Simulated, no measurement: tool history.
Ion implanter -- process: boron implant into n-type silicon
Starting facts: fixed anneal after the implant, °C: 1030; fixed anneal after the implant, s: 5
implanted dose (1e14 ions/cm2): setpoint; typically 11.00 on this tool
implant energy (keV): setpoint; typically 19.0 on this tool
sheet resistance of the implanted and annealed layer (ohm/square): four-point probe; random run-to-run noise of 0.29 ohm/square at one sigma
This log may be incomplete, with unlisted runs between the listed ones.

run	hour	implanted dose (1e14 ions/cm2)	implant energy (keV)	wafers since the last listed run	hours since the last dose calibration	hours since the extraction supply was calibrated	hours since the gauge calibration	read-back reference wafer on the same gauge, sheet resistance	sheet resistance of the implanted and annealed layer (ohm/square)
1	0.0	11.00	19.0	0	1804.0	5680.3	106.7	106.95	119.23
2	38.5	11.00	21.5	369	1842.5	5718.8	145.2	107.10	118.48
3	65.9	11.00	21.5	263	1869.9	5746.2	172.6	106.94	117.76
4	110.5	12.90	17.0	428	1914.5	5790.8	217.2	107.01	107.20
5	142.3	12.90	17.0	305	1946.3	5822.6	249.0	107.00	107.64
6	213.0	12.90	17.0	679	2017.0	5893.3	319.7	106.96	107.78
7	240.3	11.00	19.0	262	2044.3	5920.6	347.0	107.04	119.88
8	296.4	11.00	19.0	539	2100.4	5976.7	403.1	107.02	119.73
# hour 495.0: Faraday cup replaced and dose calibrated
9	495.5	11.00	19.0	1836	0.5	6175.8	602.2	107.09	114.64
# hour 534.0: gauge calibrated
10	543.3	11.00	19.0	459	48.3	6223.6	9.3	106.98	114.65
11	601.1	11.00	19.0	555	106.1	6281.4	67.1	107.08	115.10
12	635.8	9.17	16.5	333	140.8	6316.1	101.8	107.06	135.51
13	660.2	11.00	19.0	234	165.2	6340.5	126.2	107.04	115.01
14	725.2	14.22	22.0	624	230.2	6405.5	191.2	106.95	93.31
15	769.3	14.14	16.0	423	274.3	6449.6	235.3	106.98	99.14
16	796.7	10.05	23.0	263	301.7	6477.0	262.7	107.02	122.07
# hour 821.5: extraction supply calibrated
17	858.0	11.00	19.0	512	363.0	36.5	324.0	107.08	115.61
18	912.5	13.55	19.0	523	417.5	91.0	378.5	107.00	98.83
19	1078.9	9.47	14.0	1599	583.9	257.4	544.9	107.01	136.94
20	1134.5	12.68	25.0	534	639.5	313.0	600.5	107.03	100.67
21	1191.6	8.16	22.0	548	696.6	370.1	657.6	107.03	147.13

Forecast each of these 4 alternatives for the next run:
A	1192.0	13.65	19.0	3	697.0	370.5	658.0	?	?
B	1192.0	9.81	23.0	3	697.0	370.5	658.0	?	?
C	1192.0	9.79	23.5	3	697.0	370.5	658.0	?	?
D	1192.0	9.07	14.0	3	697.0	370.5	658.0	?	?

run	read-back reference wafer on the same gauge, sheet resistance	sheet resistance of the implanted and annealed layer (ohm/square)
A	106.98	98.92
B	106.98	125.55
C	106.98	125.56
D	106.98	141.82
With no hidden state in the tool, these same runs would have given:
run	sheet resistance of the implanted and annealed layer (ohm/square)
A	97.87
B	123.92
C	123.92
D	140.06
